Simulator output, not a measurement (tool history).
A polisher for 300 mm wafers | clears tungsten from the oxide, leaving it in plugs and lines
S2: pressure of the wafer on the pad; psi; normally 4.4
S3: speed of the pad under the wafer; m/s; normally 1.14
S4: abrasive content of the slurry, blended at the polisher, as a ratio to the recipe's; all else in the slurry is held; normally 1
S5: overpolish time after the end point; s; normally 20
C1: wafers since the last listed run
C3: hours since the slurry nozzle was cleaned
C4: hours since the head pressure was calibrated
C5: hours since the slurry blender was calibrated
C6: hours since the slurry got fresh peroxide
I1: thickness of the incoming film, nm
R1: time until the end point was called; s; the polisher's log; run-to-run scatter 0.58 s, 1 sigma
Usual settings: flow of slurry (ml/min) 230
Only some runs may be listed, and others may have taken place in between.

Run 1, hour 0: usual settings; C1 0; wafers polished on this pad 949; C3 78; C4 190; C5 190.5; C6 19.5; I1 514.6. Result: R1 61.6 s.
At hour 19.4: slurry blender recalibrated.
Run 2, hour 56.2: usual settings; C1 535; wafers polished on this pad 1485; C3 134.2; C4 246.2; C5 36.8; C6 75.7; I1 519.4. Result: R1 61.5 s.
At hour 116.3: head pressure recalibrated.
At hour 133.2: worn pad replaced by a new one.
Run 3, hour 137.1: usual settings but flow of slurry (ml/min) 180, S5 12 s; C1 740; wafers polished on this pad 38; C3 215.1; C4 20.8; C5 117.7; C6 156.6; I1 520.9. Result: R1 65.9 s.
Run 4, hour 196.9: usual settings but flow of slurry (ml/min) 180, S5 12 s; C1 590; wafers polished on this pad 629; C3 274.9; C4 80.6; C5 177.5; C6 216.4; I1 526. Result: R1 65.7 s.
At hour 211: slurry tank refilled with fresh slurry and peroxide.
At hour 263.2: slurry blender recalibrated.
Run 5, hour 295.4: usual settings but flow of slurry (ml/min) 180, S5 12 s; C1 943; wafers polished on this pad 1572; C3 373.4; C4 179.1; C5 32.2; C6 84.4; I1 520.1. Result: R1 64.6 s.
At hour 319.9: worn pad replaced by a new one.
Run 6, hour 352.2: usual settings but S2 3.7 psi, S3 0.92 m/s; C1 521; wafers polished on this pad 319; C3 430.2; C4 235.9; C5 89; C6 141.2; I1 517.8. Result: R1 91.6 s.
At hour 421.1: slurry tank refilled with fresh slurry and peroxide.
Run 7, hour 441.1: usual settings but S2 3.7 psi, S3 0.92 m/s; C1 868; wafers polished on this pad 1188; C3 519.1; C4 324.8; C5 177.9; C6 20; I1 505.3. Result: R1 87.9 s.
At hour 449.4: head pressure recalibrated.
At hour 477.9: slurry blender recalibrated.
At hour 510.7: worn pad replaced by a new one.
Run 8, hour 520.2: usual settings but flow of slurry (ml/min) 180, S3 1.48 m/s; C1 702; wafers polished on this pad 94; C3 598.2; C4 70.8; C5 42.3; C6 99.1; I1 516.1. Result: R1 49.6 s.
At hour 522.5: slurry nozzle cleaned.
Run 9, hour 572.9: usual settings but flow of slurry (ml/min) 200, S2 4.9 psi, S5 32 s; C1 510; wafers polished on this pad 604; C3 50.4; C4 123.5; C5 95; C6 151.8; I1 515.1. Result: R1 57.4 s.
Run 10, hour 635.1: usual settings; C1 614; wafers polished on this pad 1219; C3 112.6; C4 185.7; C5 157.2; C6 214; I1 512.7. Result: R1 61.6 s.
At hour 644.2: slurry tank refilled with fresh slurry and peroxide.
At hour 698.1: slurry blender recalibrated.
At hour 722.9: worn pad replaced by a new one.
Run 11, hour 729.7: usual settings; C1 865; wafers polished on this pad 66; C3 207.2; C4 280.3; C5 31.6; C6 85.5; I1 512.5. Result: R1 60.5 s.
At hour 779.6: head pressure recalibrated.
At hour 847.2: slurry tank refilled with fresh slurry and peroxide.
Run 12, hour 899.1: usual settings but flow of slurry (ml/min) 285, S2 5 psi, S3 0.84 m/s; C1 1644; wafers polished on this pad 1711; C3 376.6; C4 119.5; C5 201; C6 51.9; I1 517.6. Result: R1 73 s.
At hour 910.5: slurry blender recalibrated.
At hour 963.5: worn pad replaced by a new one.
Run 13, hour 988: usual settings but flow of slurry (ml/min) 195, S3 0.76 m/s; C1 819; wafers polished on this pad 242; C3 465.5; C4 208.4; C5 77.5; C6 140.8; I1 516.1. Result: R1 93.6 s.
At hour 1042.9: slurry tank refilled with fresh slurry and peroxide.
Run 14, hour 1081.4: usual settings but flow of slurry (ml/min) 165, S3 1.26 m/s, S4 1.15, S5 13 s; C1 913; wafers polished on this pad 1155; C3 558.9; C4 301.8; C5 170.9; C6 38.5; I1 515.1. Result: R1 54.8 s.

Below are 4 alternative next runs, each starting from the tool's condition after run 14. Predict each:
Run A, hour 1081.9: usual settings; C1 4; wafers polished on this pad 1160; C3 559.4; C4 302.3; C5 171.4; C6 39; I1 510. Result: R1 ?.
Run B, hour 1081.9: usual settings but flow of slurry (ml/min) 285, S3 0.94 m/s; C1 4; wafers polished on this pad 1160; C3 559.4; C4 302.3; C5 171.4; C6 39; I1 510. Result: R1 ?.
Run C, hour 1081.9: usual settings but S4 0.8; C1 4; wafers polished on this pad 1160; C3 559.4; C4 302.3; C5 171.4; C6 39; I1 510. Result: R1 ?.
Run D, hour 1081.9: usual settings but flow of slurry (ml/min) 180, S2 3.1 psi, S5 16 s; C1 4; wafers polished on this pad 1160; C3 559.4; C4 302.3; C5 171.4; C6 39; I1 510. Result: R1 ?.

run    R1
  A  58.6
  B  69.5
  C  60.8
  D  85.8
Had the tool no hidden state, the same runs would have come out as:
run    R1
  A  62.1
  B  73.6
  C  64.4
  D  90.9

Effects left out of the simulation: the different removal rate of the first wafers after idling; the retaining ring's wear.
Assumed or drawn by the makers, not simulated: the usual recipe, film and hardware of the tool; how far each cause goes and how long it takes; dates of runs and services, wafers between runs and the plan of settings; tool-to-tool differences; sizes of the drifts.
